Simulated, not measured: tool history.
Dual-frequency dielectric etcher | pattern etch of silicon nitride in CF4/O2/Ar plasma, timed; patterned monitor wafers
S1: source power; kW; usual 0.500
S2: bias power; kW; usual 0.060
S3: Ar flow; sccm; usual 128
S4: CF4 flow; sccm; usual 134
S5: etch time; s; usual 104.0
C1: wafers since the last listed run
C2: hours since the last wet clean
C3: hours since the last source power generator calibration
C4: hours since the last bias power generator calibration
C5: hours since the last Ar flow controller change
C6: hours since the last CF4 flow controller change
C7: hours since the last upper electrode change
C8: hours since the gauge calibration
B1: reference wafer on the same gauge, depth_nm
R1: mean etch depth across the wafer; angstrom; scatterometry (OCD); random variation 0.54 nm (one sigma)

run   hour     S1     S2   S3   S4     S5   C1     C2      C3     C4      C5     C6      C7     C8     B1    R1
  1    0.0  0.500  0.060  128  134  104.0    0  634.3  3987.7   95.6  1930.7   59.1  5412.2  296.5  190.0  1977
  2   21.9  0.500  0.060  128  134  104.0  286  656.2  4009.6  117.5  1952.6   81.0  5434.1  318.4  190.0  1989
      44.5  -- Ar flow controller replaced
      48.3  -- wet clean of the chamber
      63.0  -- upper electrode replaced
  3   63.5  0.500  0.060  128  134  104.0  222   15.2  4051.2  159.1    19.0  122.6     0.5  360.0  190.0  1984
  4   82.1  0.440  0.074  154  134  104.0  243   33.8  4069.8  177.7    37.6  141.2    19.1  378.6  190.0  1829
  5   99.3  0.450  0.060  145  134  104.0  224   51.0  4087.0  194.9    54.8  158.4    36.3  395.8  190.0  1754
  6  120.2  0.500  0.055  128  164  104.0  273   71.9  4107.9  215.8    75.7  179.3    57.2  416.7  190.0  1960
     121.3  -- gauge calibrated
     135.6  -- source power generator calibrated
  7  136.1  0.500  0.060  119  134  127.0  155   87.8     0.5  231.7    91.6  195.2    73.1   14.8  190.0  2514
  8  165.5  0.500  0.060  128  134  104.0  384  117.2    29.9  261.1   121.0  224.6   102.5   44.2  189.9  2037
  9  192.2  0.500  0.060  128  159  104.0  348  143.9    56.6  287.8   147.7  251.3   129.2   70.9  190.0  2073
 10  211.8  0.500  0.060  128  134  104.0  256  163.5    76.2  307.4   167.3  270.9   148.8   90.5  190.0  2050
 11  231.6  0.610  0.068  128  134  104.0  258  183.3    96.0  327.2   187.1  290.7   168.6  110.3  190.0  2621
 12  253.7  0.500  0.070  128  114  104.0  288  205.4   118.1  349.3   209.2  312.8   190.7  132.4  190.1  2121
 13  289.5  0.500  0.060   98  121  104.0  467  241.2   153.9  385.1   245.0  348.6   226.5  168.2  190.1  2094
     315.0  -- source power generator calibrated, repeated, since the last time left the tool worse
 14  323.4  0.500  0.064  128  134  104.0  390  275.1     8.4  419.0   278.9  382.5   260.4  202.1  190.1  1956
 15  347.5  0.540  0.047  128  134  104.0  314  299.2    32.5  443.1   303.0  406.6   284.5  226.2  190.0  1925
 16  364.1  0.470  0.055  128  158  104.0  216  315.8    49.1  459.7   319.6  423.2   301.1  242.8  190.0  1773
 17  377.1  0.500  0.060  128  102  104.0  169  328.8    62.1  472.7   332.6  436.2   314.1  255.8  189.9  1878
 18  392.9  0.470  0.060  150  134  104.0  206  344.6    77.9  488.5   348.4  452.0   329.9  271.6  189.9  1769
 19  406.9  0.500  0.060  128  134  104.0  182  358.6    91.9  502.5   362.4  466.0   343.9  285.6  190.0  1913
 20  433.7  0.500  0.060   98  121  104.0  350  385.4   118.7  529.3   389.2  492.8   370.7  312.4  190.0  1943

How the hidden state differs across the entries between the runs, from the last listed run before each to the first after it:
Between runs 2 and 3: Ar flow controller replaced (hour 44.5); wet clean of the chamber (hour 48.3); upper electrode replaced (hour 63.0)
  source power that arrives over what is set, %: 3.57 -> 3.61
  measured less the result without the state, R1: +72 -> +72 angstrom
Between runs 6 and 7: gauge calibrated (hour 121.3); source power generator calibrated (hour 135.6)
  source power that arrives over what is set, %: 3.66 -> 6.34
  measured less the result without the state, R1: +72 -> +156 angstrom
Between runs 13 and 14: source power generator calibrated, repeated, since the last time left the tool worse (hour 315.0)
  source power that arrives over what is set, %: 6.48 -> 0.133
  measured less the result without the state, R1: +133 -> +3 angstrom
